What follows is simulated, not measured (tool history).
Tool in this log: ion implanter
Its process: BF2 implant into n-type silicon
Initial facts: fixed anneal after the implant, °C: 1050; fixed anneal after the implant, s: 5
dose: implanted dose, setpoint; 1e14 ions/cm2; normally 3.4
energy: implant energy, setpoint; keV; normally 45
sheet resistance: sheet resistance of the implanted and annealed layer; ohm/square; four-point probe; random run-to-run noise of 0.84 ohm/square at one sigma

run    hour  dose  energy  read-back reference wafer on the same gauge, sheet resistance  sheet resistance
  1       0  4.13      37                                                         357.03             292.5
  2    69.9   3.4    51.5                                                         357.07            332.13
  3   113.8   3.4    51.5                                                         357.02             332.2
  4   181.1   3.4    51.5                                                         356.98             330.9
  5   260.5   3.4      35                                                         356.97            348.32
  6   344.5   3.4      35                                                         357.14            346.03
  7   386.9   3.4      38                                                         356.99            343.43
  8   453.4   3.4      38                                                         356.93            343.86
  9   502.2  2.92      51                                                         357.15            376.08
 10     588  2.92      51                                                         356.77            375.59
 11   668.6  2.92      51                                                         356.78            373.52
 12   813.5   3.4    57.5                                                         356.94             325.2
 13     852   3.4    57.5                                                         357.04            327.72
 14   889.8   3.4    57.5                                                         357.29            325.75
 15   930.4   3.4      45                                                         356.89            336.33
 16   988.1   3.4      45                                                         356.98            334.91
 17  1064.1   3.4    39.5                                                         356.83            340.18
     1133.3  -- extraction supply calibrated
 18  1164.9   3.4      45                                                         356.94             335.4
 19  1222.9   3.4      45                                                         357.03               334
 20  1320.9  4.19    40.5                                                         356.97            282.63
 21  1381.3  2.48      31                                                         357.11            453.09
 22  1694.2   3.4      39                                                         356.95             336.8
 23    1760   3.4      45                                                         357.22            332.55
 24  1830.4   3.4      45                                                         356.74            332.83
     1859.4  -- gauge calibrated
     1913.3  -- Faraday cup replaced and dose calibrated
 25  1913.8   3.4      56                                                         357.05            329.95
 26  1981.5  4.32      45                                                         357.07            276.08
 27  2077.6   3.4    38.5                                                         356.84            344.05
 28  2171.2  4.01    49.5                                                         356.99            292.16
 29  2242.9  2.85      60                                                          357.2            377.14
 30  2314.6   2.6    29.5                                                         356.98            443.86
 31  2363.5   3.4      45                                                         357.07            339.31
 32  2453.4   3.4      35                                                          357.1            346.08
 33  2549.9  4.01    49.5                                                          356.9             291.3
 34  2653.3   3.4      57                                                          357.3            327.49
 35  2748.8   3.4      45                                                         357.09            337.26
 36  2925.9  4.31    53.5                                                         356.96            270.84
 37  3024.7  2.95    53.5                                                         357.13            368.24

The tool's hidden state at each run:
deviation of the true energy from its setpoint, %: 0 on each run
gauge reads high (%): 0 on each run
H1: deviation of the true dose from the Faraday cup's reading, %
run       H1
  1   -0.148
  2   -0.128
  3   -0.112
  4  -0.0841
  5  -0.0451
  6  0.00356
  7    0.031
  8   0.0778
  9    0.115
 10    0.187
 11    0.262
 12    0.414
 13    0.458
 14    0.503
 15    0.552
 16    0.626
 17    0.729
 18    0.875
 19    0.964
 20     1.12
 21     1.22
 22     1.82
 23     1.96
 24     2.11
 25   -0.289
 26   -0.287
 27   -0.275
 28   -0.254
 29   -0.231
 30   -0.203
 31   -0.181
 32   -0.133
 33  -0.0728
 34  0.00324
 35   0.0836
 36    0.258
 37     0.37
